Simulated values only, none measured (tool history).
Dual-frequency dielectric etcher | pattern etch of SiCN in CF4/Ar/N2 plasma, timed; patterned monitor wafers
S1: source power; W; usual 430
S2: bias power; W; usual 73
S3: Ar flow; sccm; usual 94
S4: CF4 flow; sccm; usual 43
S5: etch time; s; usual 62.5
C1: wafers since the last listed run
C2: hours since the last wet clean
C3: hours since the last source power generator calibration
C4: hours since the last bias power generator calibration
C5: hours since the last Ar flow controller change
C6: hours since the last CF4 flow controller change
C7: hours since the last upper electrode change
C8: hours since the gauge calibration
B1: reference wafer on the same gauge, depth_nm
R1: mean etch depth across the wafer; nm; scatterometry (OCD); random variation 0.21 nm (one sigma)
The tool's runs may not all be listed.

| run | hour | S1 | S2 | S3 | S4 | S5 | C1 | C2 | C3 | C4 | C5 | C6 | C7 | C8 | B1 | R1 |
|---|---|---|---|---|---|---|---|---|---|---|---|---|---|---|---|---|
| 1 | 0.0 | 430 | 73 | 82 | 43 | 53.5 | 0 | 226.0 | 3018.4 | 1100.4 | 4592.0 | 5121.7 | 6363.8 | 275.8 | 41.02 | 43.75 |
| 2 | 28.2 | 430 | 73 | 82 | 43 | 53.5 | 353 | 254.2 | 3046.6 | 1128.6 | 4620.2 | 5149.9 | 6392.0 | 304.0 | 40.96 | 43.66 |
| 3 | 84.8 | 430 | 73 | 94 | 43 | 62.5 | 709 | 310.8 | 3103.2 | 1185.2 | 4676.8 | 5206.5 | 6448.6 | 360.6 | 41.05 | 49.77 |
|  | 106.2 | source power generator calibrated |
|  | 173.3 | upper electrode replaced |
| 4 | 173.8 | 430 | 73 | 94 | 43 | 62.5 | 764 | 399.8 | 67.6 | 1274.2 | 4765.8 | 5295.5 | 0.5 | 449.6 | 40.92 | 46.73 |
|  | 215.1 | wet clean of the chamber |
| 5 | 215.6 | 430 | 73 | 87 | 43 | 62.5 | 223 | 0.5 | 109.4 | 1316.0 | 4807.6 | 5337.3 | 42.3 | 491.4 | 41.04 | 50.38 |
| 6 | 239.0 | 430 | 73 | 87 | 43 | 62.5 | 293 | 23.9 | 132.8 | 1339.4 | 4831.0 | 5360.7 | 65.7 | 514.8 | 40.94 | 50.77 |
| 7 | 264.3 | 430 | 73 | 87 | 43 | 62.5 | 317 | 49.2 | 158.1 | 1364.7 | 4856.3 | 5386.0 | 91.0 | 540.1 | 41.03 | 50.44 |
|  | 276.3 | CF4 flow controller replaced |
|  | 350.7 | bias power generator calibrated |
|  | 407.5 | Ar flow controller replaced |
| 8 | 474.9 | 430 | 73 | 74 | 49 | 62.5 | 2439 | 259.8 | 368.7 | 124.2 | 67.4 | 198.6 | 301.6 | 750.7 | 41.03 | 51.26 |
| 9 | 516.6 | 430 | 73 | 103 | 43 | 62.5 | 522 | 301.5 | 410.4 | 165.9 | 109.1 | 240.3 | 343.3 | 792.4 | 41.03 | 47.52 |
|  | 539.3 | gauge calibrated |
| 10 | 575.1 | 430 | 73 | 94 | 43 | 62.5 | 733 | 360.0 | 468.9 | 224.4 | 167.6 | 298.8 | 401.8 | 35.8 | 41.04 | 47.70 |
|  | 614.7 | wet clean of the chamber |
| 11 | 615.2 | 480 | 91 | 111 | 43 | 62.5 | 201 | 0.5 | 509.0 | 264.5 | 207.7 | 338.9 | 441.9 | 75.9 | 41.02 | 60.26 |
| 12 | 646.2 | 430 | 73 | 94 | 43 | 77.5 | 388 | 31.5 | 540.0 | 295.5 | 238.7 | 369.9 | 472.9 | 106.9 | 41.00 | 61.84 |
| 13 | 711.0 | 430 | 73 | 94 | 43 | 77.5 | 812 | 96.3 | 604.8 | 360.3 | 303.5 | 434.7 | 537.7 | 171.7 | 40.88 | 61.50 |
| 14 | 740.0 | 430 | 73 | 94 | 43 | 74.0 | 363 | 125.3 | 633.8 | 389.3 | 332.5 | 463.7 | 566.7 | 200.7 | 40.96 | 58.20 |
| 15 | 811.0 | 330 | 79 | 76 | 51 | 62.5 | 890 | 196.3 | 704.8 | 460.3 | 403.5 | 534.7 | 637.7 | 271.7 | 40.96 | 41.86 |
| 16 | 842.1 | 430 | 73 | 94 | 43 | 62.5 | 389 | 227.4 | 735.9 | 491.4 | 434.6 | 565.8 | 668.8 | 302.8 | 41.06 | 48.77 |
| 17 | 898.1 | 430 | 73 | 94 | 52 | 62.5 | 702 | 283.4 | 791.9 | 547.4 | 490.6 | 621.8 | 724.8 | 358.8 | 40.99 | 49.82 |
| 18 | 933.5 | 430 | 68 | 94 | 38 | 62.5 | 443 | 318.8 | 827.3 | 582.8 | 526.0 | 657.2 | 760.2 | 394.2 | 40.97 | 45.73 |
| 19 | 983.9 | 430 | 73 | 73 | 43 | 70.0 | 631 | 369.2 | 877.7 | 633.2 | 576.4 | 707.6 | 810.6 | 444.6 | 41.00 | 56.09 |
| 20 | 1015.4 | 430 | 73 | 106 | 43 | 62.5 | 394 | 400.7 | 909.2 | 664.7 | 607.9 | 739.1 | 842.1 | 476.1 | 41.02 | 46.82 |
|  | 1041.9 | wet clean of the chamber |
| 21 | 1073.8 | 430 | 56 | 82 | 43 | 62.5 | 431 | 31.9 | 967.6 | 723.1 | 666.3 | 797.5 | 900.5 | 534.5 | 40.99 | 45.01 |

The same runs without the tool's hidden state, with the same run-to-run variation:
The hidden state here: etch rate over this chamber's usual, %; source power that arrives over what is set, %; bias power that arrives over what is set, %; Ar flow that arrives over what is set, %; CF4 flow that arrives over what is set, %; gauge reads high (%).
| run | R1 |
|---|---|
| 1 | 43.25 |
| 2 | 43.30 |
| 3 | 49.68 |
| 4 | 49.15 |
| 5 | 49.99 |
| 6 | 50.49 |
| 7 | 50.30 |
| 8 | 52.30 |
| 9 | 48.71 |
| 10 | 49.21 |
| 11 | 59.56 |
| 12 | 61.32 |
| 13 | 61.40 |
| 14 | 58.30 |
| 15 | 42.26 |
| 16 | 49.40 |
| 17 | 50.77 |
| 18 | 46.79 |
| 19 | 57.71 |
| 20 | 48.35 |
| 21 | 44.31 |
